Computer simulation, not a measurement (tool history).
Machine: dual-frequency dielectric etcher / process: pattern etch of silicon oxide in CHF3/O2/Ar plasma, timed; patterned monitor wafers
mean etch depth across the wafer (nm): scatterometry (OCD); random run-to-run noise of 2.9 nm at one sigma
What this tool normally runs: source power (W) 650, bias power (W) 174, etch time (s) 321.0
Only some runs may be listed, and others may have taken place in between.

| run | hour | source power (W) | bias power (W) | etch time (s) | read-back reference wafer on the same gauge, depth_nm | mean etch depth across the wafer (nm) |
|---|---|---|---|---|---|---|
| 1 | 0.0 | 650 | 174 | 321.0 | 787.1 | 661.8 |
|  | 61.6 | upper electrode replaced |
|  | 78.8 | wet clean of the chamber |
| 2 | 79.3 | 650 | 174 | 321.0 | 786.1 | 683.5 |
| 3 | 79.7 | 650 | 202 | 321.0 | 786.0 | 703.3 |
| 4 | 88.3 | 650 | 202 | 321.0 | 785.0 | 703.9 |
| 5 | 109.9 | 650 | 174 | 244.0 | 786.1 | 518.2 |
| 6 | 133.1 | 650 | 174 | 244.0 | 786.5 | 514.2 |
|  | 150.3 | bias power generator calibrated |
| 7 | 150.8 | 650 | 174 | 244.0 | 786.4 | 511.9 |
| 8 | 168.6 | 650 | 174 | 321.0 | 786.7 | 680.8 |
| 9 | 187.2 | 560 | 174 | 321.0 | 785.7 | 617.0 |
|  | 200.4 | gauge calibrated |
| 10 | 216.9 | 720 | 174 | 380.5 | 786.7 | 854.5 |
| 11 | 239.1 | 650 | 174 | 321.0 | 786.1 | 672.4 |
| 12 | 262.0 | 650 | 174 | 321.0 | 786.6 | 668.8 |
|  | 269.6 | source power generator calibrated |
| 13 | 275.9 | 750 | 174 | 227.0 | 785.9 | 518.0 |
| 14 | 290.2 | 580 | 197 | 321.0 | 785.7 | 642.8 |
| 15 | 389.8 | 650 | 174 | 244.0 | 787.1 | 502.6 |

What does the tool deliver on the next run?
| 16 | 406.8 | 560 | 202 | 378.0 | ? | ? |

{"run 16": {"read-back reference wafer on the same gauge, depth_nm": 785.7, "mean etch depth across the wafer (nm)": 740.9}}
On a tool with no hidden condition, and with the same random variation, this run would have come out at mean etch depth across the wafer (nm) 761.9.

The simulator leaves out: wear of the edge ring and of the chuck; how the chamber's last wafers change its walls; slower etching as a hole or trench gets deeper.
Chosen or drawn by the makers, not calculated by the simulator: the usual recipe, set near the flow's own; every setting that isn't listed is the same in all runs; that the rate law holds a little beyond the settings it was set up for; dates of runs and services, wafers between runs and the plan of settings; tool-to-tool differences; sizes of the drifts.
